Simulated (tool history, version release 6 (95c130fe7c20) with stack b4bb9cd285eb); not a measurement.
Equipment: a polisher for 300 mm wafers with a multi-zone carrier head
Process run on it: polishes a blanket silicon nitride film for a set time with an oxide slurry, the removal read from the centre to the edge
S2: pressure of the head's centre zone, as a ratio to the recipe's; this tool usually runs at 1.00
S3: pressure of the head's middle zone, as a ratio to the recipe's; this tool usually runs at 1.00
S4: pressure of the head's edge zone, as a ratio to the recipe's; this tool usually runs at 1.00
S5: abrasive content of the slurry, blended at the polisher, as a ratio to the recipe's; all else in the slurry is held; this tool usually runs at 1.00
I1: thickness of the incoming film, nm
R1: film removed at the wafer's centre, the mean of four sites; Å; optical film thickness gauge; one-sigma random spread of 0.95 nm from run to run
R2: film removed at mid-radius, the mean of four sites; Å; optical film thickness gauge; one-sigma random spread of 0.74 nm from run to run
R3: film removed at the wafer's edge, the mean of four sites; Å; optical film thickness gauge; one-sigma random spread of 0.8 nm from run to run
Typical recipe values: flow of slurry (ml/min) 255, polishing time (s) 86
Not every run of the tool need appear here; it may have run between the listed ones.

run 1 hour=0.0 | flow_of_slurry_(ml/min)=255 S2=1.00 S3=1.00 S4=1.00 S5=1.00 polishing_time_(s)=86 | I1=611.3 | R1=649 R2=627 R3=635
-- hour=73.6 carrier head's membrane replaced by a new one
run 2 hour=77.2 | flow_of_slurry_(ml/min)=255 S2=1.00 S3=1.00 S4=1.00 S5=1.00 polishing_time_(s)=86 | I1=603.8 | R1=585 R2=603 R3=596
run 3 hour=142.7 | flow_of_slurry_(ml/min)=255 S2=1.00 S3=1.00 S4=1.00 S5=1.00 polishing_time_(s)=86 | I1=604.2 | R1=573 R2=583 R3=567
-- hour=170.5 worn pad replaced by a new one
run 4 hour=220.4 | flow_of_slurry_(ml/min)=255 S2=1.00 S3=1.00 S4=1.00 S5=1.00 polishing_time_(s)=86 | I1=612.9 | R1=657 R2=665 R3=660
run 5 hour=261.2 | flow_of_slurry_(ml/min)=255 S2=1.00 S3=1.00 S4=1.00 S5=1.00 polishing_time_(s)=86 | I1=605.0 | R1=645 R2=667 R3=655
run 6 hour=324.9 | flow_of_slurry_(ml/min)=255 S2=1.00 S3=1.00 S4=1.00 S5=1.00 polishing_time_(s)=86 | I1=606.0 | R1=639 R2=643 R3=634
run 7 hour=373.7 | flow_of_slurry_(ml/min)=255 S2=1.00 S3=1.00 S4=1.00 S5=1.00 polishing_time_(s)=86 | I1=608.1 | R1=620 R2=622 R3=614
-- hour=428.1 edge zone pressure recalibrated
-- hour=441.7 slurry nozzle cleaned
run 8 hour=444.0 | flow_of_slurry_(ml/min)=255 S2=1.00 S3=1.00 S4=1.00 S5=1.00 polishing_time_(s)=86 | I1=620.4 | R1=591 R2=604 R3=604
run 9 hour=501.0 | flow_of_slurry_(ml/min)=255 S2=1.00 S3=1.00 S4=1.00 S5=1.00 polishing_time_(s)=86 | I1=609.1 | R1=575 R2=570 R3=574
-- hour=544.2 worn pad replaced by a new one
-- hour=667.1 centre zone pressure recalibrated
run 10 hour=763.8 | flow_of_slurry_(ml/min)=255 S2=1.00 S3=1.00 S4=1.00 S5=1.00 polishing_time_(s)=86 | I1=608.2 | R1=630 R2=629 R3=613
-- hour=803.0 carrier head's membrane replaced by a new one
run 11 hour=825.7 | flow_of_slurry_(ml/min)=255 S2=1.00 S3=1.00 S4=1.00 S5=1.00 polishing_time_(s)=86 | I1=620.4 | R1=598 R2=601 R3=612
run 12 hour=895.9 | flow_of_slurry_(ml/min)=255 S2=1.12 S3=1.00 S4=1.00 S5=1.00 polishing_time_(s)=86 | I1=610.4 | R1=627 R2=556 R3=571
-- hour=900.8 worn pad replaced by a new one
run 13 hour=953.1 | flow_of_slurry_(ml/min)=255 S2=1.00 S3=1.00 S4=1.00 S5=1.00 polishing_time_(s)=86 | I1=615.2 | R1=633 R2=645 R3=649
run 14 hour=1055.1 | flow_of_slurry_(ml/min)=335 S2=1.00 S3=0.91 S4=1.00 S5=1.00 polishing_time_(s)=94 | I1=607.4 | R1=718 R2=695 R3=713
-- hour=1114.1 slurry nozzle cleaned
run 15 hour=1116.2 | flow_of_slurry_(ml/min)=255 S2=1.00 S3=0.96 S4=1.00 S5=1.00 polishing_time_(s)=86 | I1=615.2 | R1=627 R2=618 R3=611
run 16 hour=1155.9 | flow_of_slurry_(ml/min)=255 S2=1.00 S3=1.00 S4=1.00 S5=1.00 polishing_time_(s)=86 | I1=607.1 | R1=607 R2=610 R3=613
-- hour=1215.3 worn pad replaced by a new one
run 17 hour=1239.3 | flow_of_slurry_(ml/min)=255 S2=1.00 S3=1.00 S4=0.97 S5=0.90 polishing_time_(s)=99 | I1=612.5 | R1=723 R2=703 R3=713
run 18 hour=1330.4 | flow_of_slurry_(ml/min)=255 S2=1.00 S3=1.00 S4=1.00 S5=1.00 polishing_time_(s)=86 | I1=605.6 | R1=636 R2=631 R3=640
run 19 hour=1392.9 | flow_of_slurry_(ml/min)=255 S2=1.00 S3=1.00 S4=0.93 S5=1.00 polishing_time_(s)=94 | I1=607.7 | R1=671 R2=667 R3=654
-- hour=1437.1 carrier head's membrane replaced by a new one
run 20 hour=1444.6 | flow_of_slurry_(ml/min)=255 S2=1.00 S3=1.00 S4=0.91 S5=1.20 polishing_time_(s)=61 | I1=613.9 | R1=453 R2=445 R3=433
run 21 hour=1491.1 | flow_of_slurry_(ml/min)=255 S2=1.00 S3=1.04 S4=0.91 S5=1.15 polishing_time_(s)=66 | I1=608.0 | R1=462 R2=468 R3=450
run 22 hour=1584.4 | flow_of_slurry_(ml/min)=330 S2=1.00 S3=1.00 S4=1.00 S5=1.15 polishing_time_(s)=86 | I1=604.4 | R1=573 R2=570 R3=570

What if the next run were any one of these 3? Each begins from the tool's condition after run 22:
run A hour=1584.9 | flow_of_slurry_(ml/min)=255 S2=1.00 S3=1.00 S4=1.00 S5=1.00 polishing_time_(s)=101 | I1=602.8 | R1=? R2=? R3=?
run B hour=1584.9 | flow_of_slurry_(ml/min)=255 S2=0.94 S3=1.00 S4=1.00 S5=1.10 polishing_time_(s)=86 | I1=602.8 | R1=? R2=? R3=?
run C hour=1584.9 | flow_of_slurry_(ml/min)=255 S2=1.00 S3=0.93 S4=1.00 S5=1.00 polishing_time_(s)=86 | I1=602.8 | R1=? R2=? R3=?

run=A R1=631 R2=624 R3=638
run=B R1=516 R2=543 R3=556
run=C R1=537 R2=514 R3=544
Had the tool no hidden state, the same runs would have come out as:
run=A R1=775 R2=767 R3=785
run=B R1=634 R2=668 R3=683
run=C R1=660 R2=632 R3=669

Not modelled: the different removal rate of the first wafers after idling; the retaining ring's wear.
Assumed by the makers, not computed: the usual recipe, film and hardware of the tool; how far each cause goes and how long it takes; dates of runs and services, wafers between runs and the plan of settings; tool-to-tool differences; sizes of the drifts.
